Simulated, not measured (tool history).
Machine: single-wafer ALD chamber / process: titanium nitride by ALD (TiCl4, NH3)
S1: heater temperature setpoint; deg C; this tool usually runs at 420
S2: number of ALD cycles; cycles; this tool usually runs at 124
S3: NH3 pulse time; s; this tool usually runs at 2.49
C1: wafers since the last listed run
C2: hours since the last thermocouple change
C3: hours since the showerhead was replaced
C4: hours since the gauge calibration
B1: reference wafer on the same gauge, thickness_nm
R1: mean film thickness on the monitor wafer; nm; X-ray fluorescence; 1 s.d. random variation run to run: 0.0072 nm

{"run": 1, "day": 0.0, "S1": 420, "S2": 124, "S3": 2.49, "C1": 0, "C2": 8.6, "C3": 2918.3, "C4": 588.2, "B1": 3.159, "R1": 2.89}
{"run": 2, "day": 3.904, "S1": 420, "S2": 124, "S3": 2.49, "C1": 160, "C2": 102.3, "C3": 3012.0, "C4": 681.9, "B1": 3.16, "R1": 2.894}
{"run": 3, "day": 5.679, "S1": 426, "S2": 124, "S3": 2.49, "C1": 72, "C2": 144.9, "C3": 3054.6, "C4": 724.5, "B1": 3.159, "R1": 2.888}
{"run": 4, "day": 8.925, "S1": 426, "S2": 124, "S3": 2.49, "C1": 133, "C2": 222.8, "C3": 3132.5, "C4": 802.4, "B1": 3.161, "R1": 2.884}
{"run": 5, "day": 11.262, "S1": 426, "S2": 124, "S3": 2.49, "C1": 95, "C2": 278.9, "C3": 3188.6, "C4": 858.5, "B1": 3.16, "R1": 2.891}
{"run": 6, "day": 14.754, "S1": 420, "S2": 124, "S3": 2.49, "C1": 143, "C2": 362.7, "C3": 3272.4, "C4": 942.3, "B1": 3.16, "R1": 2.879}
{"run": 7, "day": 16.871, "S1": 425, "S2": 109, "S3": 2.49, "C1": 86, "C2": 413.5, "C3": 3323.2, "C4": 993.1, "B1": 3.16, "R1": 2.545}
{"run": 8, "day": 19.4, "S1": 409, "S2": 124, "S3": 2.49, "C1": 103, "C2": 474.2, "C3": 3383.9, "C4": 1053.8, "B1": 3.16, "R1": 2.879}
{"run": 9, "day": 23.012, "S1": 409, "S2": 124, "S3": 2.49, "C1": 148, "C2": 560.9, "C3": 3470.6, "C4": 1140.5, "B1": 3.162, "R1": 2.882}
{"run": 10, "day": 25.804, "S1": 420, "S2": 124, "S3": 2.49, "C1": 114, "C2": 627.9, "C3": 3537.6, "C4": 1207.5, "B1": 3.16, "R1": 2.885}
{"run": 11, "day": 27.8, "S1": 420, "S2": 124, "S3": 2.49, "C1": 81, "C2": 675.8, "C3": 3585.5, "C4": 1255.4, "B1": 3.159, "R1": 2.876}
{"run": 12, "day": 31.204, "S1": 407, "S2": 114, "S3": 2.98, "C1": 139, "C2": 757.5, "C3": 3667.2, "C4": 1337.1, "B1": 3.161, "R1": 2.662}
{"run": 13, "day": 32.912, "S1": 407, "S2": 124, "S3": 2.49, "C1": 70, "C2": 798.5, "C3": 3708.2, "C4": 1378.1, "B1": 3.161, "R1": 2.885}
{"day": 33.658, "done": "showerhead replaced"}
{"run": 14, "day": 36.046, "S1": 420, "S2": 124, "S3": 2.49, "C1": 114, "C2": 873.7, "C3": 57.3, "C4": 1453.3, "B1": 3.159, "R1": 2.893}
{"run": 15, "day": 38.725, "S1": 435, "S2": 124, "S3": 1.67, "C1": 109, "C2": 938.0, "C3": 121.6, "C4": 1517.6, "B1": 3.161, "R1": 2.847}
{"day": 42.05, "done": "gauge calibrated"}
{"run": 16, "day": 42.571, "S1": 424, "S2": 140, "S3": 2.49, "C1": 157, "C2": 1030.3, "C3": 213.9, "C4": 12.5, "B1": 3.158, "R1": 3.269}
{"run": 17, "day": 45.362, "S1": 420, "S2": 107, "S3": 2.49, "C1": 114, "C2": 1097.3, "C3": 280.9, "C4": 79.5, "B1": 3.16, "R1": 2.489}
{"day": 48.242, "done": "thermocouple changed; heater temperature recalibrated"}
{"run": 18, "day": 49.333, "S1": 420, "S2": 124, "S3": 2.49, "C1": 149, "C2": 26.2, "C3": 376.2, "C4": 174.8, "B1": 3.159, "R1": 2.89}
{"run": 19, "day": 52.483, "S1": 415, "S2": 132, "S3": 1.55, "C1": 129, "C2": 101.8, "C3": 451.8, "C4": 250.4, "B1": 3.159, "R1": 2.995}
{"run": 20, "day": 56.646, "S1": 420, "S2": 124, "S3": 3.0, "C1": 170, "C2": 201.7, "C3": 551.7, "C4": 350.3, "B1": 3.16, "R1": 2.902}
{"run": 21, "day": 60.1, "S1": 414, "S2": 114, "S3": 2.9, "C1": 141, "C2": 284.6, "C3": 634.6, "C4": 433.2, "B1": 3.158, "R1": 2.67}
{"run": 22, "day": 63.654, "S1": 420, "S2": 124, "S3": 2.49, "C1": 145, "C2": 369.9, "C3": 719.9, "C4": 518.5, "B1": 3.161, "R1": 2.901}

Consider 3 possible next runs. They are alternatives, not a sequence: every one starts from the tool as it was left by run 22. What does each give?
{"run": "A", "day": 63.683, "S1": 420, "S2": 124, "S3": 2.49, "C1": 1, "C2": 370.6, "C3": 720.6, "C4": 519.2, "B1": "?", "R1": "?"}
{"run": "B", "day": 63.683, "S1": 420, "S2": 124, "S3": 1.9, "C1": 1, "C2": 370.6, "C3": 720.6, "C4": 519.2, "B1": "?", "R1": "?"}
{"run": "C", "day": 63.683, "S1": 425, "S2": 132, "S3": 3.28, "C1": 1, "C2": 370.6, "C3": 720.6, "C4": 519.2, "B1": "?", "R1": "?"}

run=A B1=3.162 R1=2.885
run=B B1=3.162 R1=2.851
run=C B1=3.162 R1=3.100
Stripped of hidden state, with their random variation kept, the same runs would have yielded:
run=A R1=2.885
run=B R1=2.851
run=C R1=3.100

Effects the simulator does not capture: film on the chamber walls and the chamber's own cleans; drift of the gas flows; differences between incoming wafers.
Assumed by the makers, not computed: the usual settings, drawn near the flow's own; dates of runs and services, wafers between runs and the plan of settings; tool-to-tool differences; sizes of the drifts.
